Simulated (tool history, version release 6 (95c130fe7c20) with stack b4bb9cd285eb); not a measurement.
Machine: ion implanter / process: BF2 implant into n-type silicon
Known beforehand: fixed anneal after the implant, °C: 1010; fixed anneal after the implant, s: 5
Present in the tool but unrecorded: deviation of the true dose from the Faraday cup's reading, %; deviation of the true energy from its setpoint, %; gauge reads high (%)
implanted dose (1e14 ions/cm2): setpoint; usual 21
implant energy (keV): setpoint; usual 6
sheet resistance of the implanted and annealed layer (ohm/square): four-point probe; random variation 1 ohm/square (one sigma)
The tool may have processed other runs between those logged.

run    hour  implanted dose (1e14 ions/cm2)  implant energy (keV)  wafers since the last listed run  hours since the last dose calibration  hours since the extraction supply was calibrated  hours since the gauge calibration  read-back reference wafer on the same gauge, sheet resistance  sheet resistance of the implanted and annealed layer (ohm/square)
  1       0                           23.48                     6                                 0                                  240.1                                             742.7                             1441.3                                                         347.91                                                             313.66
  2   118.2                           23.48                     6                              2904                                  358.3                                             860.9                             1559.5                                                         347.79                                                             313.81
  3   218.7                           23.48                     6                              2469                                  458.8                                             961.4                               1660                                                         347.75                                                             313.92
  4   290.1                           18.08                   7.5                              1754                                  530.2                                            1032.8                             1731.4                                                         348.04                                                             294.15
  5   387.8                           18.08                   7.5                              2400                                  627.9                                            1130.5                             1829.1                                                         348.06                                                             291.01
      421.2  -- Faraday cup replaced and dose calibrated
  6   433.7                              21                     6                               931                                   12.5                                            1176.4                               1875                                                         347.79                                                             316.99
  7   526.1                              21                     6                              2270                                  104.9                                            1268.8                             1967.4                                                         348.16                                                             317.98
  8   616.8                              21                     6                              2228                                  195.6                                            1359.5                             2058.1                                                         347.82                                                             317.91
  9   685.1                           23.43                     6                              1678                                  263.9                                            1427.8                             2126.4                                                         348.16                                                              311.9
      710.6  -- gauge calibrated
 10   784.9                           23.43                     6                              2452                                  363.7                                            1527.6                               74.3                                                         348.11                                                             311.97
 11   853.4                           23.43                     6                              1683                                  432.2                                            1596.1                              142.8                                                         347.98                                                             311.94
 12   932.8                           25.85                   4.5                              1951                                  511.6                                            1675.5                              222.2                                                         347.93                                                             351.96
 13   984.2                           25.85                   4.5                              1263                                    563                                            1726.9                              273.6                                                         347.97                                                             351.67
 14  1072.3                           16.19                     6                              2165                                  651.1                                              1815                              361.7                                                         348.13                                                             324.09
     1081.5  -- Faraday cup replaced and dose calibrated
 15  1158.7                           16.19                     6                              1926                                   77.2                                            1901.4                              448.1                                                         348.12                                                             324.37
 16  1196.9                           19.17                     5                               938                                  115.4                                            1939.6                              486.3                                                         347.81                                                             344.43
     1320.6  -- extraction supply calibrated
 17  1348.7                              21                     6                              3533                                  267.2                                              28.1                              638.1                                                         348.03                                                             319.17
 18    1444                              21                     5                              2342                                  362.5                                             123.4                              733.4                                                         348.04                                                             345.53
 19  1495.5                              21                     6                              1265                                    414                                             174.9                              784.9                                                         347.81                                                             319.52
 20    1532                           17.94                     6                               896                                  450.5                                             211.4                              821.4                                                         348.22                                                             324.43
 21  1633.7                            16.1                     5                              2499                                  552.2                                             313.1                              923.1                                                         347.83                                                             354.15
 22  1679.3                           18.47                     4                              1120                                  597.8                                             358.7                              968.7                                                         347.92                                                             382.77
     1706.3  -- Faraday cup replaced and dose calibrated
 23  1719.4                           17.98                     5                               788                                   13.1                                             398.8                             1008.8                                                         348.04                                                             351.08
 24  1764.3                              21                     6                              1103                                     58                                             443.7                             1053.7                                                         348.02                                                             319.41
 25  1840.5                           24.37                     8                              1872                                  134.2                                             519.9                             1129.9                                                         348.04                                                             275.61
 26  1943.9                              21                     6                              2541                                  237.6                                             623.3                             1233.3                                                         348.07                                                             318.86
 27  2045.5                              21                     6                              2496                                  339.2                                             724.9                             1334.9                                                         347.75                                                             319.85
 28  2106.9                           16.51                   7.5                              1508                                  400.6                                             786.3                             1396.3                                                         347.88                                                             296.32
 29  2159.8                              21                     6                              1300                                  453.5                                             839.2                             1449.2                                                         348.15                                                             317.67
 30  2249.4                           25.82                     5                              2201                                  543.1                                             928.8                             1538.8                                                         348.06                                                             337.95

Below are 4 alternative next runs, each starting from the tool's condition after run 30. Predict each:
  A  2249.8                              21                     6                                 9                                  543.5                                             929.2                             1539.2                                                              ?                                                                  ?
  B  2249.8                           15.83                   7.5                                 9                                  543.5                                             929.2                             1539.2                                                              ?                                                                  ?
  C  2249.8                           27.23                   4.5                                 9                                  543.5                                             929.2                             1539.2                                                              ?                                                                  ?
  D  2249.8                           24.18                     5                                 9                                  543.5                                             929.2                             1539.2                                                              ?                                                                  ?

run  read-back reference wafer on the same gauge, sheet resistance  sheet resistance of the implanted and annealed layer (ohm/square)
  A                                                         348.09                                                              318.8
  B                                                         348.09                                                             298.31
  C                                                         348.09                                                              354.1
  D                                                         348.09                                                             341.18
The same runs, with their run-to-run variation unchanged, on a tool lacking any hidden condition would have given:
run  sheet resistance of the implanted and annealed layer (ohm/square)
  A                                                             320.57
  B                                                             299.95
  C                                                             356.07
  D                                                             343.08
